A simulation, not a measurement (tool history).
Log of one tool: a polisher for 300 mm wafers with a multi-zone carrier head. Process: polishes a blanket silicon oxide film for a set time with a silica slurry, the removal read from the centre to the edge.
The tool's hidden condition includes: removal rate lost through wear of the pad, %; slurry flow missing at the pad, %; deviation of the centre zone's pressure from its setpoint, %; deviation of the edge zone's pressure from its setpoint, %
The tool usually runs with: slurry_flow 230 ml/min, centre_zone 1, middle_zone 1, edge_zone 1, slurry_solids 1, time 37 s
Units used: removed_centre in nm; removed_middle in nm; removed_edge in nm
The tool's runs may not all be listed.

run     day  slurry_flow  centre_zone  middle_zone  edge_zone  slurry_solids  time  wafers since the last listed run  wafers polished on this pad  hours since the slurry nozzle was cleaned  hours since the centre zone pressure was calibrated  hours since the edge zone pressure was calibrated  hours since the carrier head's membrane was replaced  incoming thickness of the incoming film, nm  removed_centre  removed_middle  removed_edge
  1       0          230         0.96            1          1              1    37                                 0                          795                                      186.1                                               1636.8                                              802.5                                                   420                                       1604.4           207.5             209         207.9
      2.717  -- centre zone pressure recalibrated
  2   4.046          230         1.08            1          1              1    37                              1498                         2294                                      283.2                                                 31.9                                              899.6                                                 517.1                                       1622.6             238           213.6         216.7
       5.55  -- worn pad replaced by a new one
  3   5.571          230         1.08            1          1              1    37                               513                            7                                      319.8                                                 68.5                                              936.2                                                 553.7                                       1601.2           235.5           214.2         209.6
  4   6.108          230            1            1       0.96              1    37                               203                          211                                      332.7                                                 81.4                                              949.1                                                 566.6                                       1607.9           219.7           214.7         207.3
      7.596  -- edge zone pressure recalibrated
  5   7.929          230            1            1       0.96              1    37                               657                          868                                      376.4                                                125.1                                                  8                                                 610.3                                       1651.4           215.4           211.9         210.5
  6   8.708          230            1            1       0.96              1    37                               294                         1163                                      395.1                                                143.8                                               26.7                                                   629                                       1620.2           217.1           214.4         211.3
  7   9.317          230         1.06            1          1              1    37                               230                         1393                                      409.7                                                158.4                                               41.3                                                 643.6                                       1641.2           228.9           215.8         207.2
  8    10.1          265            1            1       1.08              1    30                               296                         1689                                      428.5                                                177.2                                               60.1                                                 662.4                                       1587.6           177.8           172.2         184.2
  9  11.067          230          0.9            1          1           1.25    37                               365                         2055                                      451.7                                                200.4                                               83.3                                                 685.6                                       1607.3           205.1           226.2         225.4
     11.967  -- worn pad replaced by a new one
 10  12.504          230            1            1          1              1    37                               480                          203                                      486.2                                                234.9                                              117.8                                                 720.1                                       1630.7           216.2           210.7         214.3
     12.842  -- carrier head's membrane replaced by a new one
     13.912  -- slurry nozzle cleaned
 11  13.929          230          1.1         1.11          1           0.75    37                               444                          647                                        0.4                                                269.1                                                152                                                  26.1                                       1610.7           221.6           215.3         192.8
 12  15.246          270            1            1          1            1.1    25                               498                         1145                                         32                                                300.7                                              183.6                                                  57.7                                       1630.4           154.7           151.4         146.2
 13  16.229          230            1            1          1              1    37                               371                         1517                                       55.6                                                324.3                                              207.2                                                  81.3                                       1611.4           215.5           211.6         214.6

Run 14 has not been measured yet. What should we expect?
 14  17.562          230            1            1          1              1    37                               504                         2022                                       87.6                                                356.3                                              239.2                                                 113.3                                       1620.3               ?               ?             ?

Run 14 measured removed_centre 211.3 nm, removed_middle 209.7 nm, removed_edge 212.6 nm.
Without the tool's hidden state the same run would have given removed_centre 211.3 nm, removed_middle 209.7 nm, removed_edge 212.6 nm.

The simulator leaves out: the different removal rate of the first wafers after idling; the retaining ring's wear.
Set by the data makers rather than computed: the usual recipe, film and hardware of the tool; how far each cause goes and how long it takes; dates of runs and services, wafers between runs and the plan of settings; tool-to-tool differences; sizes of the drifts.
